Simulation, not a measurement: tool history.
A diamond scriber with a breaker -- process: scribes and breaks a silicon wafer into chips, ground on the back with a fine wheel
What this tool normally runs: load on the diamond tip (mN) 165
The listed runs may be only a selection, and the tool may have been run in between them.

| run | hour | load on the diamond tip (mN) | wafers since the last listed run | hours since the diamond tip was replaced | hours since the load on the tip was calibrated | incoming depth of the damage left on the back of the incoming wafer, um | depth of the median crack under the scribed line (µm) | chips rejected at inspection after the break (%) |
|---|---|---|---|---|---|---|---|---|
| 1 | 0 | 126 | 0 | 711.4 | 1044.9 | 1.53 | 5.57 | 13.55 |
| 2 | 14.8 | 165 | 21 | 726.2 | 1059.7 | 1.59 | 7.49 | 2.39 |
| 3 | 27.1 | 165 | 18 | 738.5 | 1072 | 1.63 | 7.66 | 2.54 |
| 4 | 43.2 | 165 | 23 | 754.6 | 1088.1 | 2.83 | 7.69 | 5.63 |
| 5 | 56.5 | 165 | 19 | 767.9 | 1101.4 | 1.72 | 7.59 | 2.64 |
| 6 | 69.5 | 198 | 19 | 780.9 | 1114.4 | 1.85 | 9 | 5.09 |
| 7 | 80.3 | 198 | 15 | 791.7 | 1125.2 | 1.82 | 9.15 | 5.66 |
| 8 | 91.4 | 198 | 16 | 802.8 | 1136.3 | 2.38 | 9.16 | 6.29 |
| 9 | 101.8 | 165 | 15 | 813.2 | 1146.7 | 2.3 | 7.61 | 3.52 |
| 10 | 155.1 | 165 | 78 | 866.5 | 1200 | 1.54 | 7.66 | 2.3 |
| 11 | 163.6 | 165 | 12 | 875 | 1208.5 | 2.07 | 7.63 | 3.3 |
| 12 | 179.3 | 165 | 23 | 890.7 | 1224.2 | 2.41 | 7.72 | 4.18 |
| 13 | 191.1 | 206 | 17 | 902.5 | 1236 | 2.71 | 9.5 | 8.33 |
| 14 | 208.2 | 141 | 25 | 919.6 | 1253.1 | 2.36 | 6.51 | 9.01 |
| 15 | 225.9 | 180 | 25 | 937.3 | 1270.8 | 1.58 | 8.34 | 2.99 |
| 16 | 237.7 | 165 | 17 | 949.1 | 1282.6 | 2.38 | 7.66 | 4.14 |
|  | 248.1 | diamond tip replaced by a new one |
| 17 | 252.5 | 147 | 18 | 4.4 | 1297.4 | 2.16 | 7.89 | 3.46 |
| 18 | 258.8 | 196 | 9 | 10.7 | 1303.7 | 2.07 | 10.52 | 12.01 |
|  | 269.8 | load on the tip recalibrated |
| 19 | 272 | 197 | 16 | 23.9 | 2.2 | 1.99 | 8.95 | 5.14 |
| 20 | 286.3 | 146 | 21 | 38.2 | 16.5 | 1.76 | 6.57 | 5.61 |
| 21 | 295.5 | 179 | 13 | 47.4 | 25.7 | 1.77 | 8.22 | 3.07 |
| 22 | 339.9 | 135 | 65 | 91.8 | 70.1 | 2.71 | 6 | 14.75 |
| 23 | 348.5 | 188 | 12 | 100.4 | 78.7 | 1.83 | 8.51 | 3.32 |
| 24 | 365.8 | 195 | 25 | 117.7 | 96 | 2.25 | 8.66 | 4.89 |

Forecast run 25:
| 25 | 380.4 | 165 | 21 | 132.3 | 110.6 | 3 | ? | ? |

depth of the median crack under the scribed line (µm): 7.41
chips rejected at inspection after the break (%): 7.51
Had the tool carried no hidden state, the very same run would have given depth of the median crack under the scribed line (µm) 7.71, chips rejected at inspection after the break (%) 6.7.
